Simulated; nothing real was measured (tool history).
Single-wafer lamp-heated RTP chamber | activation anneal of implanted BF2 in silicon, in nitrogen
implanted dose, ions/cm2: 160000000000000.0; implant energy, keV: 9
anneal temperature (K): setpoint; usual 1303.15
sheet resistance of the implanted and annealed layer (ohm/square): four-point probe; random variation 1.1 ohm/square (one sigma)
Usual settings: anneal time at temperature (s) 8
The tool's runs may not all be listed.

run,day,anneal temperature (K),anneal time at temperature (s),"read-back reference wafer on the same gauge, sheet resistance",sheet resistance of the implanted and annealed layer (ohm/square)
1,0.000,1303.15,8,627.91,747.75
2,0.679,1279.15,8,627.63,754.86
3,1.829,1279.15,8,627.78,754.60
4,2.517,1279.15,8,628.19,753.02
5,3.229,1303.15,8,628.03,747.79
# day 4.267: pyrometer window cleaned and pyrometer calibrated
6,4.679,1303.15,8,628.53,749.10
7,5.933,1303.15,8,628.32,751.63
8,7.292,1303.15,8,628.25,750.10
9,8.158,1303.15,8,628.18,751.55
10,8.667,1303.15,8,627.59,749.07
11,9.850,1303.15,8,628.00,748.84
12,10.700,1303.15,8,627.74,748.98
# day 12.717: gauge calibrated
13,13.229,1303.15,8,628.09,750.68
14,13.796,1303.15,8,628.13,748.71
15,14.788,1313.15,5,628.36,753.25
16,16.096,1303.15,8,627.90,749.70
# day 16.796: reflector plate cleaned
17,20.454,1303.15,8,628.08,745.53
18,21.362,1332.15,6,627.86,743.14
19,21.904,1280.15,11,628.10,749.66
20,23.342,1303.15,8,628.33,745.26
21,24.862,1303.15,8,628.12,746.47
# day 25.592: pyrometer window cleaned and pyrometer calibrated
22,25.712,1330.15,11,627.88,735.92
23,29.354,1326.15,8,627.76,742.03
24,29.900,1303.15,8,628.63,750.96
25,31.029,1324.15,12,627.67,733.60
26,32.462,1303.15,8,628.44,748.54
27,33.279,1330.15,12,627.80,728.15
28,34.125,1290.15,10,627.98,749.52

Measured less the same run without the tool's hidden state. The same run-to-run variation is in both; the gauge's scatter may not be:
The hidden state here: true wafer temperature minus pyrometer reading, K; wafer temperature error from the tarnished reflector plate, K; gauge reads high (%).
run,sheet resistance of the implanted and annealed layer (ohm/square)
1,-3.22
2,-2.90
3,-3.08
4,-3.20
5,-3.81
6,-0.30
7,-0.52
8,-0.75
9,-0.90
10,-0.98
11,-1.18
12,-1.33
13,-1.78
14,-1.87
15,-1.50
16,-2.28
17,-3.04
18,-3.43
19,-3.69
20,-3.57
21,-3.85
22,-0.36
23,-1.00
24,-0.97
25,-1.67
26,-1.41
27,-2.33
28,-1.89
